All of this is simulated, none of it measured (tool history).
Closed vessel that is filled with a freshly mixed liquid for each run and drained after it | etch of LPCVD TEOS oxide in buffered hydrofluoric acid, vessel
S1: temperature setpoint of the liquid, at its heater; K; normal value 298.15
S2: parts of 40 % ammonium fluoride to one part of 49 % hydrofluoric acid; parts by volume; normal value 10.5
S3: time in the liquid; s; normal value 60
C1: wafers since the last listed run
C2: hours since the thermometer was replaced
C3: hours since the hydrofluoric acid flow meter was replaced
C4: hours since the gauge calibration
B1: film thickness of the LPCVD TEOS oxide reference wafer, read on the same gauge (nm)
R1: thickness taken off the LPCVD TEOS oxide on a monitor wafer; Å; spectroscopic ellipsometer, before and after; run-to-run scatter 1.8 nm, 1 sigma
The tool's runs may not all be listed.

Run 1, hour 0: usual settings; C1 0; C2 1134.6; C3 147.4; C4 157.8; B1 30. Result: R1 3450.2 Å.
Run 2, hour 31: usual settings; C1 3112; C2 1165.6; C3 178.4; C4 188.8; B1 29.96. Result: R1 3433.9 Å.
Run 3, hour 65: usual settings but S3 45 s; C1 3413; C2 1199.6; C3 212.4; C4 222.8; B1 29.99. Result: R1 2593 Å.
Run 4, hour 87.9: usual settings but S3 45 s; C1 2299; C2 1222.5; C3 235.3; C4 245.7; B1 29.99. Result: R1 2604.5 Å.
Run 5, hour 123.6: usual settings but S3 45 s; C1 3584; C2 1258.2; C3 271; C4 281.4; B1 29.99. Result: R1 2605.5 Å.
Run 6, hour 144.4: usual settings but S2 8 parts by volume; C1 2088; C2 1279; C3 291.8; C4 302.2; B1 30. Result: R1 4451.1 Å.
Run 7, hour 169.7: usual settings but S2 8 parts by volume; C1 2539; C2 1304.3; C3 317.1; C4 327.5; B1 30.01. Result: R1 4451.3 Å.
Run 8, hour 190.4: usual settings but S2 12.5 parts by volume; C1 2078; C2 1325; C3 337.8; C4 348.2; B1 30.01. Result: R1 2935.7 Å.
Run 9, hour 224.3: usual settings but S2 12.5 parts by volume; C1 3403; C2 1358.9; C3 371.7; C4 382.1; B1 29.96. Result: R1 2955.3 Å.
At hour 230.2: gauge calibrated.
Run 10, hour 253.4: usual settings; C1 2921; C2 1388; C3 400.8; C4 23.2; B1 30.01. Result: R1 3551.7 Å.
Run 11, hour 271.9: usual settings; C1 1857; C2 1406.5; C3 419.3; C4 41.7; B1 29.98. Result: R1 3550.9 Å.
Run 12, hour 300.9: usual settings but S3 85 s; C1 2911; C2 1435.5; C3 448.3; C4 70.7; B1 29.98. Result: R1 5007.3 Å.
Run 13, hour 322.9: usual settings; C1 2208; C2 1457.5; C3 470.3; C4 92.7; B1 29.98. Result: R1 3517.5 Å.
At hour 338.1: hydrofluoric acid flow meter replaced.
Run 14, hour 346.1: usual settings; C1 2228; C2 1480.7; C3 8; C4 115.9; B1 29.99. Result: R1 3574.1 Å.
Run 15, hour 372.1: usual settings; C1 2610; C2 1506.7; C3 34; C4 141.9; B1 30. Result: R1 3550.4 Å.
Run 16, hour 397: usual settings but S2 12 parts by volume; C1 2499; C2 1531.6; C3 58.9; C4 166.8; B1 30.04. Result: R1 3135.2 Å.
Run 17, hour 421: usual settings but S1 296.15 K, S2 14 parts by volume, S3 70 s; C1 2409; C2 1555.6; C3 82.9; C4 190.8; B1 29.97. Result: R1 2832.9 Å.
Run 18, hour 455: usual settings; C1 3413; C2 1589.6; C3 116.9; C4 224.8; B1 29.99. Result: R1 3578.4 Å.
Run 19, hour 477.6: usual settings but S1 296.65 K, S2 11.5 parts by volume, S3 75 s; C1 2268; C2 1612.2; C3 139.5; C4 247.4; B1 29.99. Result: R1 3777.3 Å.
Run 20, hour 501.2: usual settings but S1 294.65 K, S2 12.5 parts by volume; C1 2369; C2 1635.8; C3 163.1; C4 271; B1 30. Result: R1 2496.6 Å.
At hour 515.4: thermometer replaced.
Run 21, hour 515.9: usual settings but S1 294.65 K, S2 13 parts by volume, S3 85 s; C1 1375; C2 0.5; C3 177.8; C4 285.7; B1 30.01. Result: R1 2931 Å.
Run 22, hour 535.6: usual settings but S1 295.15 K, S2 7 parts by volume, S3 90 s; C1 1977; C2 20.2; C3 197.5; C4 305.4; B1 30.02. Result: R1 5844 Å.
Run 23, hour 565.3: usual settings but S1 301.15 K, S2 7 parts by volume, S3 45 s; C1 2981; C2 49.9; C3 227.2; C4 335.1; B1 30.03. Result: R1 4019.5 Å.
At hour 578.8: gauge calibrated.
Run 24, hour 587.3: usual settings but S1 301.65 K, S2 13 parts by volume, S3 30 s; C1 2208; C2 71.9; C3 249.2; C4 8.5; B1 30.02. Result: R1 1537.1 Å.
Run 25, hour 605.1: usual settings but S3 75 s; C1 1786; C2 89.7; C3 267; C4 26.3; B1 30.01. Result: R1 3924.1 Å.
Run 26, hour 640.9: usual settings but S1 293.15 K, S2 13.5 parts by volume, S3 40 s; C1 3594; C2 125.5; C3 302.8; C4 62.1; B1 30.04. Result: R1 1241.9 Å.
Run 27, hour 658.7: usual settings but S2 8.5 parts by volume, S3 80 s; C1 1786; C2 143.3; C3 320.6; C4 79.9; B1 30.04. Result: R1 4922.5 Å.
Run 28, hour 691.4: usual settings but S1 294.65 K, S2 12.5 parts by volume; C1 3282; C2 176; C3 353.3; C4 112.6; B1 30. Result: R1 2199.7 Å.
Run 29, hour 712.9: usual settings but S2 6.5 parts by volume; C1 2158; C2 197.5; C3 374.8; C4 134.1; B1 30. Result: R1 4929.8 Å.
Run 30, hour 727.6: usual settings; C1 1475; C2 212.2; C3 389.5; C4 148.8; B1 29.98. Result: R1 3179.6 Å.

5 ways to go on from here, each from the tool as it stands after run 30. What would each give?
Run A, hour 728.3: usual settings; C1 70; C2 212.9; C3 390.2; C4 149.5; B1 ?. Result: R1 ?.
Run B, hour 728.3: usual settings but S1 295.65 K, S3 35 s; C1 70; C2 212.9; C3 390.2; C4 149.5; B1 ?. Result: R1 ?.
Run C, hour 728.3: usual settings but S1 294.65 K, S2 11.5 parts by volume, S3 45 s; C1 70; C2 212.9; C3 390.2; C4 149.5; B1 ?. Result: R1 ?.
Run D, hour 728.3: usual settings but S1 300.15 K, S2 7.5 parts by volume, S3 75 s; C1 70; C2 212.9; C3 390.2; C4 149.5; B1 ?. Result: R1 ?.
Run E, hour 728.3: usual settings but S1 302.15 K, S2 8.5 parts by volume, S3 75 s; C1 70; C2 212.9; C3 390.2; C4 149.5; B1 ?. Result: R1 ?.

run     B1      R1
  A  30.03  3146.8
  B  30.03  1601.8
  C  30.03  1783.5
  D  30.03  5977.4
  E  30.03  5803.9
The same runs, with their run-to-run variation unchanged, on a tool lacking any hidden condition would have given:
run      R1
  A  3091.1
  B    1573
  C  1751.2
  D  5873.1
  E  5703.8
